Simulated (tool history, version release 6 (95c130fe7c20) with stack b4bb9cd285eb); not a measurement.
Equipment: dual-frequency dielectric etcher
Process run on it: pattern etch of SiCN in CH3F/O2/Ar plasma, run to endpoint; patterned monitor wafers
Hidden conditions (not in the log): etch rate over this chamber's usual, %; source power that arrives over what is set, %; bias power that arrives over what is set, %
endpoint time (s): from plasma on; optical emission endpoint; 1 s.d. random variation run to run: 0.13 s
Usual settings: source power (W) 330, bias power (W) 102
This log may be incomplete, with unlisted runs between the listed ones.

run,hour,source power (W),bias power (W),wafers since the last listed run,hours since the last wet clean,hours since the last source power generator calibration,hours since the last bias power generator calibration,hours since the last upper electrode change,"incoming incoming film thickness, nm",endpoint time (s)
1,0.0,330,91,0,49.4,1694.0,2949.7,4148.4,11.52,29.3
2,70.8,330,91,867,120.2,1764.8,3020.5,4219.2,11.45,29.0
3,106.2,330,102,433,155.6,1800.2,3055.9,4254.6,11.37,27.5
4,169.8,330,102,779,219.2,1863.8,3119.5,4318.2,11.69,28.1
5,215.3,330,102,557,264.7,1909.3,3165.0,4363.7,11.42,27.3
6,407.4,330,102,2353,456.8,2101.4,3357.1,4555.8,11.63,27.7
7,438.9,330,102,385,488.3,2132.9,3388.6,4587.3,11.45,27.1
# hour 495.9: wet clean of the chamber
8,496.4,330,102,410,0.5,2190.4,3446.1,4644.8,11.67,28.4
9,544.6,280,97,590,48.7,2238.6,3494.3,4693.0,11.40,29.3
# hour 588.7: upper electrode replaced, of another model than before
10,606.8,280,97,467,110.9,2300.8,3556.5,18.1,11.45,30.7
11,656.2,280,97,605,160.3,2350.2,3605.9,67.5,11.55,30.9
12,772.3,330,109,1422,276.4,2466.3,3722.0,183.6,11.54,27.3
13,823.8,330,109,630,327.9,2517.8,3773.5,235.1,11.46,27.0
14,864.6,380,102,499,368.7,2558.6,3814.3,275.9,11.41,25.4
15,909.6,380,102,551,413.7,2603.6,3859.3,320.9,11.39,25.2
16,949.9,330,102,493,454.0,2643.9,3899.6,361.2,11.48,27.7
17,1015.7,330,102,806,519.8,2709.7,3965.4,427.0,11.57,27.6
18,1055.0,400,119,481,559.1,2749.0,4004.7,466.3,11.58,24.0
19,1112.4,330,102,703,616.5,2806.4,4062.1,523.7,11.68,27.9
# hour 1151.6: wet clean of the chamber
20,1152.1,270,92,192,0.5,2846.1,4101.8,563.4,11.62,32.2
# hour 1165.2: bias power generator calibrated
21,1183.8,360,82,339,32.2,2877.8,18.6,595.1,11.54,28.0
22,1208.1,290,127,297,56.5,2902.1,42.9,619.4,11.66,28.4
23,1275.4,330,83,824,123.8,2969.4,110.2,686.7,11.55,29.4
24,1339.0,330,102,779,187.4,3033.0,173.8,750.3,11.69,28.0
25,1395.9,330,102,697,244.3,3089.9,230.7,807.2,11.47,27.5
# hour 1430.0: source power generator calibrated
26,1540.3,390,111,1719,388.7,110.3,375.1,951.6,11.46,24.5
27,1599.6,250,115,726,448.0,169.6,434.4,1010.9,11.51,31.0
28,1626.4,400,102,328,474.8,196.4,461.2,1037.7,11.50,24.6
29,1696.1,260,102,853,544.5,266.1,530.9,1107.4,11.49,31.3
# hour 1772.6: wet clean of the chamber
30,1773.1,390,110,649,0.5,343.1,607.9,1184.4,11.55,25.3
31,1791.2,280,125,221,18.6,361.2,626.0,1202.5,11.60,28.9
32,1821.4,370,86,369,48.8,391.4,656.2,1232.7,11.44,27.3
33,1848.4,270,77,330,75.8,418.4,683.2,1259.7,11.38,33.1
34,1882.8,380,81,421,110.2,452.8,717.6,1294.1,11.48,27.2
35,1907.3,280,89,300,134.7,477.3,742.1,1318.6,11.54,31.5

Results for each run, recomputed without the tool's hidden state and with each run's random variation untouched:
run,endpoint time (s)
1,29.3
2,29.1
3,27.7
4,28.3
5,27.6
6,28.1
7,27.6
8,28.4
9,29.3
10,30.8
11,31.1
12,27.5
13,27.2
14,25.6
15,25.5
16,28.0
17,28.0
18,24.4
19,28.5
20,32.2
21,28.0
22,28.5
23,29.5
24,28.1
25,27.8
26,24.8
27,31.5
28,25.0
29,31.8
30,25.3
31,29.0
32,27.4
33,33.2
34,27.4
35,31.7
